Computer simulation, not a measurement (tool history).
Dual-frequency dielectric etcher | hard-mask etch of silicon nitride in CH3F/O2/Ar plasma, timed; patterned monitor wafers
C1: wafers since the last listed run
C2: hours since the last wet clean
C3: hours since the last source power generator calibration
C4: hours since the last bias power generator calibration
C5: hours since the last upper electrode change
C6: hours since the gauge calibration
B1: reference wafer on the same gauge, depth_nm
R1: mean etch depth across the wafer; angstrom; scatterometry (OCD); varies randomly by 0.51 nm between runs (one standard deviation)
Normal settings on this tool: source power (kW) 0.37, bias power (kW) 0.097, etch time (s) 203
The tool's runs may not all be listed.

run 1 hour=0 | source_power_(kW)=0.37 bias_power_(kW)=0.108 etch_time_(s)=203 | C1=0 C2=365.2 C3=3297.8 C4=719.5 C5=2653.8 C6=1107.3 | B1=186.8 | R1=1618
run 2 hour=86.6 | source_power_(kW)=0.37 bias_power_(kW)=0.108 etch_time_(s)=203 | C1=832 C2=451.8 C3=3384.4 C4=806.1 C5=2740.4 C6=1193.9 | B1=186.9 | R1=1606
run 3 hour=194.2 | source_power_(kW)=0.37 bias_power_(kW)=0.108 etch_time_(s)=203 | C1=1033 C2=559.4 C3=3492 C4=913.7 C5=2848 C6=1301.5 | B1=187 | R1=1601
-- hour=256.1 wet clean of the chamber
run 4 hour=318 | source_power_(kW)=0.4 bias_power_(kW)=0.097 etch_time_(s)=203 | C1=958 C2=61.9 C3=3615.8 C4=1037.5 C5=2971.8 C6=1425.3 | B1=186.8 | R1=1633
run 5 hour=356.8 | source_power_(kW)=0.4 bias_power_(kW)=0.097 etch_time_(s)=203 | C1=372 C2=100.7 C3=3654.6 C4=1076.3 C5=3010.6 C6=1464.1 | B1=186.9 | R1=1619
run 6 hour=446.5 | source_power_(kW)=0.4 bias_power_(kW)=0.097 etch_time_(s)=203 | C1=861 C2=190.4 C3=3744.3 C4=1166 C5=3100.3 C6=1553.8 | B1=186.9 | R1=1617
run 7 hour=495.7 | source_power_(kW)=0.37 bias_power_(kW)=0.097 etch_time_(s)=203 | C1=472 C2=239.6 C3=3793.5 C4=1215.2 C5=3149.5 C6=1603 | B1=187.1 | R1=1576
run 8 hour=572.5 | source_power_(kW)=0.37 bias_power_(kW)=0.097 etch_time_(s)=203 | C1=737 C2=316.4 C3=3870.3 C4=1292 C5=3226.3 C6=1679.8 | B1=186.9 | R1=1566
run 9 hour=641.7 | source_power_(kW)=0.37 bias_power_(kW)=0.097 etch_time_(s)=203 | C1=664 C2=385.6 C3=3939.5 C4=1361.2 C5=3295.5 C6=1749 | B1=187.1 | R1=1546
run 10 hour=722 | source_power_(kW)=0.37 bias_power_(kW)=0.097 etch_time_(s)=203 | C1=771 C2=465.9 C3=4019.8 C4=1441.5 C5=3375.8 C6=1829.3 | B1=186.8 | R1=1541
run 11 hour=825.8 | source_power_(kW)=0.37 bias_power_(kW)=0.097 etch_time_(s)=203 | C1=997 C2=569.7 C3=4123.6 C4=1545.3 C5=3479.6 C6=1933.1 | B1=187.2 | R1=1538
-- hour=889.5 wet clean of the chamber
run 12 hour=890 | source_power_(kW)=0.37 bias_power_(kW)=0.075 etch_time_(s)=185 | C1=386 C2=0.5 C3=4187.8 C4=1609.5 C5=3543.8 C6=1997.3 | B1=187 | R1=1251
run 13 hour=961.7 | source_power_(kW)=0.37 bias_power_(kW)=0.097 etch_time_(s)=203 | C1=688 C2=72.2 C3=4259.5 C4=1681.2 C5=3615.5 C6=2069 | B1=187.2 | R1=1571
-- hour=1005.5 bias power generator calibrated
run 14 hour=1020.2 | source_power_(kW)=0.45 bias_power_(kW)=0.097 etch_time_(s)=203 | C1=523 C2=130.7 C3=4318 C4=14.7 C5=3674 C6=2127.5 | B1=186.9 | R1=1674
-- hour=1066.1 source power generator calibrated
run 15 hour=1126.5 | source_power_(kW)=0.41 bias_power_(kW)=0.105 etch_time_(s)=251 | C1=982 C2=237 C3=60.4 C4=121 C5=3780.3 C6=2233.8 | B1=186.7 | R1=2068
-- hour=1163.7 upper electrode replaced, of another model than before
run 16 hour=1171 | source_power_(kW)=0.37 bias_power_(kW)=0.118 etch_time_(s)=157 | C1=196 C2=281.5 C3=104.9 C4=165.5 C5=7.3 C6=2278.3 | B1=187 | R1=1404
-- hour=1198.3 gauge calibrated
run 17 hour=1212.8 | source_power_(kW)=0.28 bias_power_(kW)=0.111 etch_time_(s)=203 | C1=401 C2=323.3 C3=146.7 C4=207.3 C5=49.1 C6=14.5 | B1=187.3 | R1=1616
run 18 hour=1276.3 | source_power_(kW)=0.45 bias_power_(kW)=0.088 etch_time_(s)=225.5 | C1=610 C2=386.8 C3=210.2 C4=270.8 C5=112.6 C6=78 | B1=186.8 | R1=1634
-- hour=1444.1 wet clean of the chamber
run 19 hour=1577.8 | source_power_(kW)=0.32 bias_power_(kW)=0.083 etch_time_(s)=248 | C1=2666 C2=133.7 C3=511.7 C4=572.3 C5=414.1 C6=379.5 | B1=187.2 | R1=1595
run 20 hour=1683.8 | source_power_(kW)=0.37 bias_power_(kW)=0.097 etch_time_(s)=203 | C1=1018 C2=239.7 C3=617.7 C4=678.3 C5=520.1 C6=485.5 | B1=187.3 | R1=1543
run 21 hour=1764.2 | source_power_(kW)=0.42 bias_power_(kW)=0.113 etch_time_(s)=153.5 | C1=772 C2=320.1 C3=698.1 C4=758.7 C5=600.5 C6=565.9 | B1=186.8 | R1=1354
run 22 hour=1825.5 | source_power_(kW)=0.37 bias_power_(kW)=0.103 etch_time_(s)=262.5 | C1=588 C2=381.4 C3=759.4 C4=820 C5=661.8 C6=627.2 | B1=187 | R1=2089

Run 23, settings as shown, results not yet in. Your forecast:
run 23 hour=1896.3 | source_power_(kW)=0.37 bias_power_(kW)=0.097 etch_time_(s)=203 | C1=680 C2=452.2 C3=830.2 C4=890.8 C5=732.6 C6=698 | B1=? | R1=?

{"run 23": {"B1": 186.9, "R1": 1522}}
On a tool with no hidden condition, and with the same random variation, this run would have come out at R1 1576 angstrom.

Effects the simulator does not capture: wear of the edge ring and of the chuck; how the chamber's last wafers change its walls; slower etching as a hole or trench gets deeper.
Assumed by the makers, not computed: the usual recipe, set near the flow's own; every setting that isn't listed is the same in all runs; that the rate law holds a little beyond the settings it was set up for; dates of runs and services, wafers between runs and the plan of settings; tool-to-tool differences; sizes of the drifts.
